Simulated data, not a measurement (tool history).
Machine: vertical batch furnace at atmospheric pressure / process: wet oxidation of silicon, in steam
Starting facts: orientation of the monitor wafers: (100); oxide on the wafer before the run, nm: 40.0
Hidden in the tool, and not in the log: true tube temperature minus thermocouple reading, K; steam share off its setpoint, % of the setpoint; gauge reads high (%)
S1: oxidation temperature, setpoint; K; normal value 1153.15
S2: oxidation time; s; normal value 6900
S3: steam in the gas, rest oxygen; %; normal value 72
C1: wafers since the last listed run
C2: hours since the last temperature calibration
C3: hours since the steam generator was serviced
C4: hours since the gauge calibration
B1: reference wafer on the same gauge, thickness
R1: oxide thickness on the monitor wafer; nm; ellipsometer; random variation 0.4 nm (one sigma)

Run 1, hour 0: usual settings; C1 0; C2 3088.9; C3 1503.1; C4 618.1; B1 205.13. Result: R1 179.52 nm.
Run 2, hour 57.6: usual settings; C1 695; C2 3146.5; C3 1560.7; C4 675.7; B1 204.89. Result: R1 179.45 nm.
Run 3, hour 166.5: usual settings; C1 1315; C2 3255.4; C3 1669.6; C4 784.6; B1 205.07. Result: R1 178.7 nm.
Run 4, hour 207.1: usual settings; C1 490; C2 3296; C3 1710.2; C4 825.2; B1 204.99. Result: R1 179.48 nm.
Run 5, hour 273.3: usual settings; C1 799; C2 3362.2; C3 1776.4; C4 891.4; B1 204.94. Result: R1 179 nm.
Run 6, hour 330.6: usual settings; C1 692; C2 3419.5; C3 1833.7; C4 948.7; B1 204.99. Result: R1 178.74 nm.
Run 7, hour 437.7: usual settings but S3 66 %; C1 1293; C2 3526.6; C3 1940.8; C4 1055.8; B1 205.14. Result: R1 168.37 nm.
Run 8, hour 543.5: usual settings; C1 1277; C2 3632.4; C3 2046.6; C4 1161.6; B1 204.96. Result: R1 179.16 nm.
At hour 609.2: steam generator serviced.
Run 9, hour 625.7: usual settings; C1 702; C2 3714.6; C3 16.5; C4 1243.8; B1 205.06. Result: R1 179.95 nm.
At hour 679.3: gauge calibrated.
Run 10, hour 725.4: usual settings but S2 8340 s; C1 1204; C2 3814.3; C3 116.2; C4 46.1; B1 204.98. Result: R1 205.84 nm.
Run 11, hour 771.6: usual settings but S2 8340 s; C1 558; C2 3860.5; C3 162.4; C4 92.3; B1 204.92. Result: R1 206.16 nm.
Run 12, hour 841.9: usual settings; C1 849; C2 3930.8; C3 232.7; C4 162.6; B1 205.22. Result: R1 178.61 nm.
Run 13, hour 909.9: usual settings; C1 821; C2 3998.8; C3 300.7; C4 230.6; B1 204.92. Result: R1 179.46 nm.
Run 14, hour 981.3: usual settings but S1 1171.15 K, S2 3480 s, S3 83 %; C1 862; C2 4070.2; C3 372.1; C4 302; B1 204.79. Result: R1 150.19 nm.
Run 15, hour 1036.6: usual settings but S1 1178.15 K, S2 5640 s, S3 76 %; C1 667; C2 4125.5; C3 427.4; C4 357.3; B1 205.14. Result: R1 214.57 nm.
Run 16, hour 1112.5: usual settings; C1 916; C2 4201.4; C3 503.3; C4 433.2; B1 204.86. Result: R1 179.47 nm.
Run 17, hour 1204.9: usual settings but S1 1132.15 K, S2 8430 s; C1 1116; C2 4293.8; C3 595.7; C4 525.6; B1 205.13. Result: R1 160.56 nm.
Run 18, hour 1277.8: usual settings but S1 1143.15 K, S2 5490 s; C1 880; C2 4366.7; C3 668.6; C4 598.5; B1 204.92. Result: R1 135.69 nm.
At hour 1341.7: thermocouples replaced and temperature profile calibrated.
Run 19, hour 1392.6: usual settings but S1 1168.15 K, S2 7860 s, S3 81 %; C1 1096; C2 50.9; C3 783.4; C4 713.3; B1 204.95. Result: R1 255.83 nm.
Run 20, hour 1494.4: usual settings; C1 1229; C2 152.7; C3 885.2; C4 815.1; B1 205. Result: R1 178.75 nm.
Run 21, hour 1539.4: usual settings but S1 1163.15 K, S2 4860 s; C1 543; C2 197.7; C3 930.2; C4 860.1; B1 205.11. Result: R1 157.06 nm.
Run 22, hour 1620.9: usual settings; C1 984; C2 279.2; C3 1011.7; C4 941.6; B1 205.04. Result: R1 179.55 nm.
Run 23, hour 1674.2: usual settings but S2 9300 s, S3 67 %; C1 643; C2 332.5; C3 1065; C4 994.9; B1 205.08. Result: R1 211.39 nm.
Run 24, hour 1742.8: usual settings but S2 8760 s; C1 828; C2 401.1; C3 1133.6; C4 1063.5; B1 204.89. Result: R1 213.63 nm.
Run 25, hour 1850.1: usual settings but S1 1167.15 K, S2 8370 s, S3 81 %; C1 1296; C2 508.4; C3 1240.9; C4 1170.8; B1 205.06. Result: R1 265.9 nm.
Run 26, hour 1899.9: usual settings but S1 1131.15 K, S2 4650 s; C1 601; C2 558.2; C3 1290.7; C4 1220.6; B1 204.75. Result: R1 106.33 nm.
At hour 1918.4: gauge calibrated.
Run 27, hour 1997.6: usual settings but S1 1163.15 K; C1 1180; C2 655.9; C3 1388.4; C4 79.2; B1 205.14. Result: R1 201.42 nm.

Consider 4 possible next runs. They are alternatives, not a sequence: every one starts from the tool as it was left by run 27. What does each give?
Run A, hour 2004.4: usual settings but S2 4980 s; C1 82; C2 662.7; C3 1395.2; C4 86; B1 ?. Result: R1 ?.
Run B, hour 2004.4: usual settings but S1 1165.15 K, S2 9930 s, S3 66 %; C1 82; C2 662.7; C3 1395.2; C4 86; B1 ?. Result: R1 ?.
Run C, hour 2004.4: usual settings but S1 1176.15 K, S3 82 %; C1 82; C2 662.7; C3 1395.2; C4 86; B1 ?. Result: R1 ?.
Run D, hour 2004.4: usual settings but S3 65 %; C1 82; C2 662.7; C3 1395.2; C4 86; B1 ?. Result: R1 ?.

run      B1      R1
  A  204.99  142.57
  B  204.99  253.13
  C  204.99  256.62
  D  204.99  166.79
Stripped of hidden state, with their random variation kept, the same runs would have yielded:
run      R1
  A  142.57
  B  253.13
  C  256.62
  D  166.79

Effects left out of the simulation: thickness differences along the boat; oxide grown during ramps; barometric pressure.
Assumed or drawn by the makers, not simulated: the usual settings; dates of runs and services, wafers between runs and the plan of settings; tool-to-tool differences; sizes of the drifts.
